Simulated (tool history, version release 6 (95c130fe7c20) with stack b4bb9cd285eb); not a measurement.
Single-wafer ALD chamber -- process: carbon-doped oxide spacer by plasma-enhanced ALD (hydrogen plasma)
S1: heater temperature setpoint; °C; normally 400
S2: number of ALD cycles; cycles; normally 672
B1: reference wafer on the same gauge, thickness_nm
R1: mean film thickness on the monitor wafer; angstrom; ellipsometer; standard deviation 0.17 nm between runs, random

Run 1, day 0: usual settings; B1 40.547. Result: R1 346.33 angstrom.
Run 2, day 3.242: usual settings; B1 40.504. Result: R1 342.27 angstrom.
Run 3, day 5.458: usual settings; B1 40.547. Result: R1 344.13 angstrom.
Run 4, day 7.588: usual settings; B1 40.654. Result: R1 344.55 angstrom.
Run 5, day 11.529: usual settings; B1 40.534. Result: R1 342.41 angstrom.
Run 6, day 13.792: usual settings but S2 597 cycles; B1 40.644. Result: R1 302.67 angstrom.
Run 7, day 23.875: usual settings but S1 391 °C; B1 40.584. Result: R1 342.43 angstrom.
Run 8, day 27.792: usual settings but S1 391 °C; B1 40.617. Result: R1 346.14 angstrom.
Run 9, day 30.296: usual settings but S1 391 °C; B1 40.54. Result: R1 344.79 angstrom.
Run 10, day 32.208: usual settings; B1 40.602. Result: R1 345.76 angstrom.
At day 34.342: gauge calibrated.
Run 11, day 35.25: usual settings; B1 40.635. Result: R1 344.45 angstrom.
Run 12, day 38.762: usual settings; B1 40.566. Result: R1 344.84 angstrom.
Run 13, day 42.412: usual settings but S1 396 °C, S2 609 cycles; B1 40.658. Result: R1 311.22 angstrom.
Run 14, day 45.471: usual settings; B1 40.585. Result: R1 345.45 angstrom.
Run 15, day 49.083: usual settings but S1 406 °C, S2 598 cycles; B1 40.643. Result: R1 298.07 angstrom.
Run 16, day 52.508: usual settings but S1 406 °C, S2 591 cycles; B1 40.598. Result: R1 296.82 angstrom.
Run 17, day 54.242: usual settings; B1 40.598. Result: R1 342.72 angstrom.
Run 18, day 56.717: usual settings; B1 40.579. Result: R1 341.89 angstrom.
At day 58.117: thermocouple changed; heater temperature recalibrated.
Run 19, day 59.525: usual settings; B1 40.662. Result: R1 342.85 angstrom.
Run 20, day 63.221: usual settings but S2 801 cycles; B1 40.618. Result: R1 407.94 angstrom.
Run 21, day 66.717: usual settings but S1 408 °C, S2 618 cycles; B1 40.546. Result: R1 307.6 angstrom.
Run 22, day 69.592: usual settings but S1 392 °C, S2 622 cycles; B1 40.667. Result: R1 319.12 angstrom.
Run 23, day 73.725: usual settings but S1 388 °C, S2 569 cycles; B1 40.553. Result: R1 291.17 angstrom.

Run-by-run hidden state of the tool:
wafer temperature above the value expected at the setpoint (K): 0 at every run
gauge reads high (%): 0 at every run
